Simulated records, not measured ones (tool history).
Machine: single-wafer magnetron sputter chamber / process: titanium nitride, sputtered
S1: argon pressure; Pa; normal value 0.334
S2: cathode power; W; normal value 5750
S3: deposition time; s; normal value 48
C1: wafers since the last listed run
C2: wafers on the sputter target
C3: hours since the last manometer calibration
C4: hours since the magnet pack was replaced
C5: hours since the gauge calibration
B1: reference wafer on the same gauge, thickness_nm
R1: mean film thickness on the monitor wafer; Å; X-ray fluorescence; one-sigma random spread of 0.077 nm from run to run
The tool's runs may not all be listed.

{"run": 1, "hour": 0.0, "S1": 0.334, "S2": 5750, "S3": 48, "C1": 0, "C2": 1400, "C3": 1475.7, "C4": 9180.8, "C5": 135.6, "B1": 56.477, "R1": 503.2}
{"run": 2, "hour": 21.8, "S1": 0.38, "S2": 5750, "S3": 48, "C1": 511, "C2": 1912, "C3": 1497.5, "C4": 9202.6, "C5": 157.4, "B1": 56.488, "R1": 492.7}
{"run": 3, "hour": 51.8, "S1": 0.38, "S2": 5750, "S3": 48, "C1": 704, "C2": 2616, "C3": 1527.5, "C4": 9232.6, "C5": 187.4, "B1": 56.494, "R1": 490.95}
{"hour": 63.8, "done": "sputter target and shields replaced"}
{"run": 4, "hour": 70.3, "S1": 0.38, "S2": 5750, "S3": 48, "C1": 246, "C2": 152, "C3": 1546, "C4": 9251.1, "C5": 205.9, "B1": 56.477, "R1": 497.93}
{"run": 5, "hour": 104.1, "S1": 0.334, "S2": 5750, "S3": 48, "C1": 793, "C2": 946, "C3": 1579.8, "C4": 9284.9, "C5": 239.7, "B1": 56.515, "R1": 504.04}
{"run": 6, "hour": 130.0, "S1": 0.334, "S2": 5750, "S3": 48, "C1": 608, "C2": 1554, "C3": 1605.7, "C4": 9310.8, "C5": 265.6, "B1": 56.492, "R1": 500.69}
{"run": 7, "hour": 150.7, "S1": 0.334, "S2": 5750, "S3": 48, "C1": 485, "C2": 2040, "C3": 1626.4, "C4": 9331.5, "C5": 286.3, "B1": 56.499, "R1": 501.06}
{"run": 8, "hour": 166.6, "S1": 0.374, "S2": 5750, "S3": 52, "C1": 373, "C2": 2413, "C3": 1642.3, "C4": 9347.4, "C5": 302.2, "B1": 56.512, "R1": 533.89}
{"hour": 191.7, "done": "sputter target and shields replaced"}
{"run": 9, "hour": 200.1, "S1": 0.374, "S2": 5750, "S3": 52, "C1": 598, "C2": 198, "C3": 1675.8, "C4": 9380.9, "C5": 335.7, "B1": 56.512, "R1": 538.53}
{"run": 10, "hour": 231.4, "S1": 0.334, "S2": 5750, "S3": 48, "C1": 734, "C2": 933, "C3": 1707.1, "C4": 9412.2, "C5": 367, "B1": 56.481, "R1": 503.33}
{"run": 11, "hour": 266.3, "S1": 0.334, "S2": 7100, "S3": 48, "C1": 819, "C2": 1752, "C3": 1742, "C4": 9447.1, "C5": 401.9, "B1": 56.513, "R1": 579.43}
{"run": 12, "hour": 292.5, "S1": 0.334, "S2": 5750, "S3": 38.8, "C1": 615, "C2": 2367, "C3": 1768.2, "C4": 9473.3, "C5": 428.1, "B1": 56.504, "R1": 405.62}
{"run": 13, "hour": 311.4, "S1": 0.452, "S2": 6450, "S3": 44.5, "C1": 443, "C2": 2811, "C3": 1787.1, "C4": 9492.2, "C5": 447, "B1": 56.512, "R1": 478.4}
{"hour": 344.9, "done": "sputter target and shields replaced"}
{"hour": 348.6, "done": "capacitance manometer re-zeroed and calibrated"}
{"hour": 355.3, "done": "magnet pack replaced"}
{"run": 14, "hour": 355.8, "S1": 0.334, "S2": 5750, "S3": 48, "C1": 610, "C2": 11, "C3": 7.2, "C4": 0.5, "C5": 491.4, "B1": 56.496, "R1": 514.49}
{"hour": 415.9, "done": "gauge calibrated"}
{"run": 15, "hour": 450.8, "S1": 0.289, "S2": 5750, "S3": 39.6, "C1": 2230, "C2": 2241, "C3": 102.2, "C4": 95.5, "C5": 34.9, "B1": 56.503, "R1": 425.77}
{"run": 16, "hour": 470.8, "S1": 0.203, "S2": 5750, "S3": 54.7, "C1": 469, "C2": 2710, "C3": 122.2, "C4": 115.5, "C5": 54.9, "B1": 56.487, "R1": 606.09}
{"hour": 495.8, "done": "sputter target and shields replaced"}
{"run": 17, "hour": 496.3, "S1": 0.434, "S2": 5750, "S3": 42.6, "C1": 410, "C2": 12, "C3": 147.7, "C4": 141, "C5": 80.4, "B1": 56.507, "R1": 439.59}
{"run": 18, "hour": 509.7, "S1": 0.334, "S2": 5300, "S3": 44, "C1": 314, "C2": 326, "C3": 161.1, "C4": 154.4, "C5": 93.8, "B1": 56.493, "R1": 446.22}
{"run": 19, "hour": 523.7, "S1": 0.334, "S2": 5750, "S3": 48, "C1": 328, "C2": 655, "C3": 175.1, "C4": 168.4, "C5": 107.8, "B1": 56.505, "R1": 511.41}
{"run": 20, "hour": 548.8, "S1": 0.377, "S2": 4600, "S3": 51.1, "C1": 589, "C2": 1244, "C3": 200.2, "C4": 193.5, "C5": 132.9, "B1": 56.511, "R1": 463.77}
{"run": 21, "hour": 562.0, "S1": 0.334, "S2": 4900, "S3": 44.1, "C1": 309, "C2": 1554, "C3": 213.4, "C4": 206.7, "C5": 146.1, "B1": 56.529, "R1": 422.27}

Here are 3 independent what-if runs from the current tool condition. What would each one return?
{"run": "A", "hour": 562.4, "S1": 0.334, "S2": 5100, "S3": 48, "C1": 9, "C2": 1563, "C3": 213.8, "C4": 207.1, "C5": 146.5, "B1": "?", "R1": "?"}
{"run": "B", "hour": 562.4, "S1": 0.274, "S2": 4750, "S3": 45.3, "C1": 9, "C2": 1563, "C3": 213.8, "C4": 207.1, "C5": 146.5, "B1": "?", "R1": "?"}
{"run": "C", "hour": 562.4, "S1": 0.41, "S2": 5050, "S3": 44.4, "C1": 9, "C2": 1563, "C3": 213.8, "C4": 207.1, "C5": 146.5, "B1": "?", "R1": "?"}

run=A B1=56.507 R1=472.07
run=B B1=56.507 R1=435.64
run=C B1=56.507 R1=422.07
Take away the tool's hidden state, keep each run's random variation, and the runs would have read:
run=A R1=477.01
run=B R1=439.92
run=C R1=426.82
